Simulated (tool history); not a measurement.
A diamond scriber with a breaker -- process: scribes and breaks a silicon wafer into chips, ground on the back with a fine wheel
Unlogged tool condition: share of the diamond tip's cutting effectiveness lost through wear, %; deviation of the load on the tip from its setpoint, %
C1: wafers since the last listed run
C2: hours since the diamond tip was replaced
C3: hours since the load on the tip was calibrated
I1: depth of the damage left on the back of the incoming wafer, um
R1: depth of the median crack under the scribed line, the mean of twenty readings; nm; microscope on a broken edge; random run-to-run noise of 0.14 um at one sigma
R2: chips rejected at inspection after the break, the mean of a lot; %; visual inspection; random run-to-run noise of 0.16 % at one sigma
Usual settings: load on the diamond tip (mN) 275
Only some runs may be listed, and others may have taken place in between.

Run 1, day 0.000: usual settings; C1 0; C2 394.1; C3 1482.7; I1 2.26. Result: R1 10980 nm, R2 5.58 %.
Run 2, day 0.629: usual settings; C1 42; C2 409.2; C3 1497.8; I1 2.20. Result: R1 11240 nm, R2 5.11 %.
Run 3, day 1.254: usual settings; C1 42; C2 424.2; C3 1512.8; I1 2.55. Result: R1 10960 nm, R2 5.88 %.
Run 4, day 1.879: usual settings; C1 42; C2 439.2; C3 1527.8; I1 1.58. Result: R1 10910 nm, R2 5.41 %.
At day 2.362: diamond tip replaced by a new one.
Run 5, day 2.383: usual settings; C1 28; C2 0.5; C3 1539.9; I1 2.87. Result: R1 12950 nm, R2 2.40 %.
Run 6, day 2.838: usual settings; C1 30; C2 11.4; C3 1550.8; I1 1.63. Result: R1 12730 nm, R2 1.84 %.
Run 7, day 3.233: usual settings; C1 26; C2 20.9; C3 1560.3; I1 1.75. Result: R1 12730 nm, R2 1.95 %.
Run 8, day 3.521: usual settings; C1 19; C2 27.8; C3 1567.2; I1 2.96. Result: R1 12730 nm, R2 3.02 %.
Run 9, day 4.196: usual settings but load on the diamond tip (mN) 213; C1 46; C2 44.0; C3 1583.4; I1 2.39. Result: R1 10420 nm, R2 8.12 %.
At day 4.308: load on the tip recalibrated.
Run 10, day 4.700: usual settings; C1 28; C2 56.1; C3 9.4; I1 1.94. Result: R1 12410 nm, R2 2.21 %.
Run 11, day 5.279: usual settings but load on the diamond tip (mN) 207; C1 39; C2 70.0; C3 23.3; I1 2.78. Result: R1 10370 nm, R2 10.52 %.
Run 12, day 5.850: usual settings but load on the diamond tip (mN) 236; C1 38; C2 83.7; C3 37.0; I1 1.65. Result: R1 11350 nm, R2 4.87 %.
Run 13, day 6.271: usual settings; C1 28; C2 93.8; C3 47.1; I1 1.95. Result: R1 12490 nm, R2 2.26 %.
Run 14, day 6.758: usual settings but load on the diamond tip (mN) 243; C1 33; C2 105.5; C3 58.8; I1 2.41. Result: R1 11460 nm, R2 4.79 %.

Take each entry between the runs: how does the hidden state at the last listed run before it differ from the hidden state at the first listed run after it?
In the gap between runs 4 and 5: diamond tip replaced by a new one (day 2.362)
  share of the diamond tip's cutting effectiveness lost through wear, %: 21.2 -> 0.737
  the result without the hidden state subtracted from the measured one, R1: -1880 -> -70 nm; R2: +3.58 -> +0.01 %
In the gap between runs 9 and 10: load on the tip recalibrated (day 4.308)
  share of the diamond tip's cutting effectiveness lost through wear, %: 2.79 -> 3.36
  the result without the hidden state subtracted from the measured one, R1: -200 -> -280 nm; R2: +1.02 -> +0.10 %

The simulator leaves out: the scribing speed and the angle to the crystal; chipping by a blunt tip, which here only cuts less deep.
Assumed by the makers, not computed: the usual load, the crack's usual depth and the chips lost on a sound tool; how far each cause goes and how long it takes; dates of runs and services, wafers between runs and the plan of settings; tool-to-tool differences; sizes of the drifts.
